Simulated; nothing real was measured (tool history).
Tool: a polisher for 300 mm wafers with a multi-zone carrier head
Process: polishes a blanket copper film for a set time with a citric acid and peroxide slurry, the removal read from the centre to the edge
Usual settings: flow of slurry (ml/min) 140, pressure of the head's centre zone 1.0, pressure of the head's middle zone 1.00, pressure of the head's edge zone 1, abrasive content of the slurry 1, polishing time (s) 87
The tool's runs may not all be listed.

run,hour,flow of slurry (ml/min),pressure of the head's centre zone,pressure of the head's middle zone,pressure of the head's edge zone,abrasive content of the slurry,polishing time (s),wafers since the last listed run,wafers polished on this pad,hours since the slurry nozzle was cleaned,hours since the centre zone pressure was calibrated,hours since the edge zone pressure was calibrated,hours since the carrier head's membrane was replaced,"incoming thickness of the incoming film, nm",film removed at the wafer's centre (nm),film removed at mid-radius (nm),film removed at the wafer's edge (nm)
1,0.0,140,1.0,1.00,1,1,87,0,228,284.4,630.7,214.1,446.6,790.2,128.9,130.1,129.3
2,33.7,140,1.0,1.00,1,1,87,312,540,318.1,664.4,247.8,480.3,778.8,126.8,128.2,128.2
3,50.0,140,1.0,1.00,1,1,87,150,691,334.4,680.7,264.1,496.6,786.6,128.7,130.9,124.2
4,80.0,140,1.0,1.00,1,1,87,277,969,364.4,710.7,294.1,526.6,776.6,124.1,127.7,124.8
# hour 108.1: worn pad replaced by a new one
5,115.5,140,1.0,1.00,1,1,87,291,68,399.9,746.2,329.6,562.1,769.1,127.7,132.0,126.7
# hour 133.5: centre zone pressure recalibrated
6,145.0,140,1.0,0.93,1,1,87,254,323,429.4,11.5,359.1,591.6,779.6,125.3,122.6,126.8
7,162.4,140,1.0,1.00,1,1,87,161,484,446.8,28.9,376.5,609.0,778.7,126.6,131.4,123.4
# hour 164.8: slurry nozzle cleaned
8,186.0,175,1.0,1.00,1,1,113,209,693,21.2,52.5,400.1,632.6,772.8,170.2,175.6,168.3
9,207.7,125,1.1,0.90,1,1,87,200,894,42.9,74.2,421.8,654.3,786.2,132.9,111.5,123.2

Forecast run 10:
10,222.9,185,1.0,1.00,1,1,113,140,1035,58.1,89.4,437.0,669.5,784.5,?,?,?

film removed at the wafer's centre (nm): 171.1
film removed at mid-radius (nm): 175.7
film removed at the wafer's edge (nm): 171.7
Without the tool's hidden state the same run would have given film removed at the wafer's centre (nm) 177.6, film removed at mid-radius (nm) 182.4, film removed at the wafer's edge (nm) 178.2.

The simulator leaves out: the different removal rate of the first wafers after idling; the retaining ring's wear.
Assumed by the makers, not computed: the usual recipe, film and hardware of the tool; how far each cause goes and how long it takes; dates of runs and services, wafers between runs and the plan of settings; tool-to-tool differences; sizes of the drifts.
